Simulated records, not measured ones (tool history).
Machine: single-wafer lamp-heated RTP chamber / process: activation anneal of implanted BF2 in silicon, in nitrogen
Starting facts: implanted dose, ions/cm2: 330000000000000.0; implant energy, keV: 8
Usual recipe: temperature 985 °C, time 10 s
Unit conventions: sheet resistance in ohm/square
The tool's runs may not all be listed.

| run | hour | temperature | time | read-back reference wafer on the same gauge, sheet resistance | sheet resistance |
|---|---|---|---|---|---|
| 1 | 0 | 985 | 10 | 400.41 | 436.88 |
| 2 | 18.4 | 985 | 10 | 399.52 | 433.52 |
|  | 18.6 | gauge calibrated |
| 3 | 30.8 | 985 | 10 | 400.4 | 431.38 |
| 4 | 62.1 | 1003 | 8 | 399.71 | 407.68 |
| 5 | 80.4 | 985 | 10 | 399.93 | 423.87 |
| 6 | 114 | 985 | 10 | 399.77 | 418.82 |
| 7 | 133.2 | 1002 | 10 | 399.59 | 398.71 |
|  | 153.6 | pyrometer window cleaned and pyrometer calibrated |
| 8 | 163.2 | 1002 | 10 | 399.89 | 407.4 |
| 9 | 190.1 | 1003 | 10 | 400.04 | 405.13 |
| 10 | 216.2 | 1003 | 10 | 399.87 | 402.03 |
| 11 | 249.9 | 985 | 7 | 400.74 | 434.64 |
| 12 | 281.4 | 985 | 7 | 399.92 | 430.97 |
| 13 | 294.1 | 985 | 7 | 399.53 | 432.34 |
| 14 | 309 | 958 | 13 | 399.87 | 463.44 |
| 15 | 325.4 | 985 | 10 | 400.79 | 419.28 |
|  | 351.6 | reflector plate cleaned |
|  | 375.1 | pyrometer window cleaned and pyrometer calibrated |
| 16 | 389.7 | 1013 | 7 | 400.49 | 409.13 |
| 17 | 406.8 | 985 | 5 | 398.96 | 462.02 |
| 18 | 420.3 | 1012 | 6 | 399.56 | 411.9 |
| 19 | 447.2 | 1002 | 7 | 398.99 | 414.79 |
| 20 | 467.9 | 966 | 13 | 399.83 | 460.78 |

Expected results for the next run?
| 21 | 497.1 | 985 | 10 | ? | ? |

Run 21 produced read-back reference wafer on the same gauge, sheet resistance 400.2, sheet resistance 427.16 ohm/square.
The same run, on a tool lacking any hidden state, would have yielded sheet resistance 446.55 ohm/square.
